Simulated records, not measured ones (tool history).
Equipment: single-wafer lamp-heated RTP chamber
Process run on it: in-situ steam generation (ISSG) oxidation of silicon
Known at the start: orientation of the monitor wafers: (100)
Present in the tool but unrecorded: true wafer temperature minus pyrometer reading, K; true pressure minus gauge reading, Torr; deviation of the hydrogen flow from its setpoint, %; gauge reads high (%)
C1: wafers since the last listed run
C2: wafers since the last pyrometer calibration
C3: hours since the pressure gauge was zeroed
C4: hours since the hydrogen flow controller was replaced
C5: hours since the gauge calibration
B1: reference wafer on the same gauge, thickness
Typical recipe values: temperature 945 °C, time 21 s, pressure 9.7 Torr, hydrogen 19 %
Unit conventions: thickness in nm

{"run": 1, "hour": 0.0, "temperature": 945, "time": 21, "pressure": 9.7, "hydrogen": 19, "C1": 0, "C2": 1219, "C3": 1451.4, "C4": 5209.9, "C5": 206.4, "B1": 3.647, "thickness": 4.439}
{"run": 2, "hour": 33.3, "temperature": 945, "time": 21, "pressure": 9.7, "hydrogen": 19, "C1": 535, "C2": 1755, "C3": 1484.7, "C4": 5243.2, "C5": 239.7, "B1": 3.651, "thickness": 4.433}
{"run": 3, "hour": 52.6, "temperature": 945, "time": 21, "pressure": 9.7, "hydrogen": 19, "C1": 310, "C2": 2066, "C3": 1504.0, "C4": 5262.5, "C5": 259.0, "B1": 3.647, "thickness": 4.464}
{"run": 4, "hour": 69.8, "temperature": 945, "time": 21, "pressure": 9.7, "hydrogen": 19, "C1": 276, "C2": 2343, "C3": 1521.2, "C4": 5279.7, "C5": 276.2, "B1": 3.653, "thickness": 4.456}
{"run": 5, "hour": 99.9, "temperature": 945, "time": 21, "pressure": 9.7, "hydrogen": 19, "C1": 484, "C2": 2827, "C3": 1551.3, "C4": 5309.8, "C5": 306.3, "B1": 3.649, "thickness": 4.472}
{"hour": 104.8, "done": "gauge calibrated"}
{"run": 6, "hour": 124.0, "temperature": 945, "time": 21, "pressure": 9.7, "hydrogen": 19, "C1": 387, "C2": 3215, "C3": 1575.4, "C4": 5333.9, "C5": 19.2, "B1": 3.649, "thickness": 4.493}
{"run": 7, "hour": 154.2, "temperature": 945, "time": 16, "pressure": 9.7, "hydrogen": 19, "C1": 485, "C2": 3701, "C3": 1605.6, "C4": 5364.1, "C5": 49.4, "B1": 3.651, "thickness": 4.016}
{"hour": 175.6, "done": "pyrometer window cleaned and pyrometer calibrated"}
{"run": 8, "hour": 185.3, "temperature": 945, "time": 21, "pressure": 9.7, "hydrogen": 19, "C1": 371, "C2": 156, "C3": 1636.7, "C4": 5395.2, "C5": 80.5, "B1": 3.652, "thickness": 4.365}
{"hour": 230.8, "done": "hydrogen flow controller replaced"}
{"run": 9, "hour": 293.2, "temperature": 945, "time": 21, "pressure": 9.7, "hydrogen": 19, "C1": 1607, "C2": 1763, "C3": 1744.6, "C4": 62.4, "C5": 188.4, "B1": 3.652, "thickness": 4.436}
{"run": 10, "hour": 319.6, "temperature": 945, "time": 21, "pressure": 8.6, "hydrogen": 19, "C1": 424, "C2": 2188, "C3": 1771.0, "C4": 88.8, "C5": 214.8, "B1": 3.652, "thickness": 4.51}
{"run": 11, "hour": 352.3, "temperature": 945, "time": 21, "pressure": 10.2, "hydrogen": 19, "C1": 526, "C2": 2714, "C3": 1803.7, "C4": 121.5, "C5": 247.5, "B1": 3.648, "thickness": 4.441}
{"run": 12, "hour": 367.6, "temperature": 945, "time": 21, "pressure": 9.7, "hydrogen": 19, "C1": 246, "C2": 2960, "C3": 1819.0, "C4": 136.8, "C5": 262.8, "B1": 3.65, "thickness": 4.464}
{"run": 13, "hour": 384.2, "temperature": 945, "time": 21, "pressure": 8.9, "hydrogen": 15, "C1": 267, "C2": 3228, "C3": 1835.6, "C4": 153.4, "C5": 279.4, "B1": 3.651, "thickness": 4.293}
{"hour": 407.9, "done": "pyrometer window cleaned and pyrometer calibrated"}
{"run": 14, "hour": 408.4, "temperature": 939, "time": 24, "pressure": 8.6, "hydrogen": 19, "C1": 260, "C2": 7, "C3": 1859.8, "C4": 177.6, "C5": 303.6, "B1": 3.651, "thickness": 4.61}
{"run": 15, "hour": 418.4, "temperature": 945, "time": 21, "pressure": 9.7, "hydrogen": 19, "C1": 160, "C2": 168, "C3": 1869.8, "C4": 187.6, "C5": 313.6, "B1": 3.651, "thickness": 4.385}
{"hour": 435.2, "done": "pressure gauge zeroed"}
{"hour": 446.8, "done": "gauge calibrated"}
{"run": 16, "hour": 447.3, "temperature": 945, "time": 21, "pressure": 9.7, "hydrogen": 19, "C1": 336, "C2": 504, "C3": 12.1, "C4": 216.5, "C5": 0.5, "B1": 3.647, "thickness": 4.4}
{"run": 17, "hour": 469.1, "temperature": 937, "time": 28, "pressure": 9.1, "hydrogen": 26, "C1": 350, "C2": 855, "C3": 33.9, "C4": 238.3, "C5": 22.3, "B1": 3.649, "thickness": 5.259}
{"run": 18, "hour": 502.8, "temperature": 945, "time": 21, "pressure": 9.3, "hydrogen": 19, "C1": 542, "C2": 1397, "C3": 67.6, "C4": 272.0, "C5": 56.0, "B1": 3.65, "thickness": 4.459}
{"run": 19, "hour": 527.1, "temperature": 932, "time": 16, "pressure": 9.7, "hydrogen": 15, "C1": 391, "C2": 1788, "C3": 91.9, "C4": 296.3, "C5": 80.3, "B1": 3.649, "thickness": 3.662}
{"run": 20, "hour": 558.0, "temperature": 935, "time": 21, "pressure": 8.7, "hydrogen": 25, "C1": 497, "C2": 2286, "C3": 122.8, "C4": 327.2, "C5": 111.2, "B1": 3.648, "thickness": 4.677}
{"run": 21, "hour": 574.5, "temperature": 945, "time": 21, "pressure": 9.7, "hydrogen": 19, "C1": 265, "C2": 2551, "C3": 139.3, "C4": 343.7, "C5": 127.7, "B1": 3.653, "thickness": 4.477}

Predict each of these 5 candidate next runs independently; none follows another, all start after run 21:
{"run": "A", "hour": 574.9, "temperature": 945, "time": 21, "pressure": 9.7, "hydrogen": 19, "C1": 6, "C2": 2558, "C3": 139.7, "C4": 344.1, "C5": 128.1, "B1": "?", "thickness": "?"}
{"run": "B", "hour": 574.9, "temperature": 965, "time": 17, "pressure": 8.6, "hydrogen": 27, "C1": 6, "C2": 2558, "C3": 139.7, "C4": 344.1, "C5": 128.1, "B1": "?", "thickness": "?"}
{"run": "C", "hour": 574.9, "temperature": 945, "time": 13, "pressure": 9.7, "hydrogen": 14, "C1": 6, "C2": 2558, "C3": 139.7, "C4": 344.1, "C5": 128.1, "B1": "?", "thickness": "?"}
{"run": "D", "hour": 574.9, "temperature": 938, "time": 27, "pressure": 8.7, "hydrogen": 22, "C1": 6, "C2": 2558, "C3": 139.7, "C4": 344.1, "C5": 128.1, "B1": "?", "thickness": "?"}
{"run": "E", "hour": 574.9, "temperature": 945, "time": 14, "pressure": 9.7, "hydrogen": 25, "C1": 6, "C2": 2558, "C3": 139.7, "C4": 344.1, "C5": 128.1, "B1": "?", "thickness": "?"}

run=A B1=3.651 thickness=4.472
run=B B1=3.651 thickness=4.802
run=C B1=3.651 thickness=3.448
run=D B1=3.651 thickness=5.087
run=E B1=3.651 thickness=4.039
What these runs would have given with no unlogged condition in the tool:
run=A thickness=4.347
run=B thickness=4.660
run=C thickness=3.369
run=D thickness=4.938
run=E thickness=3.942
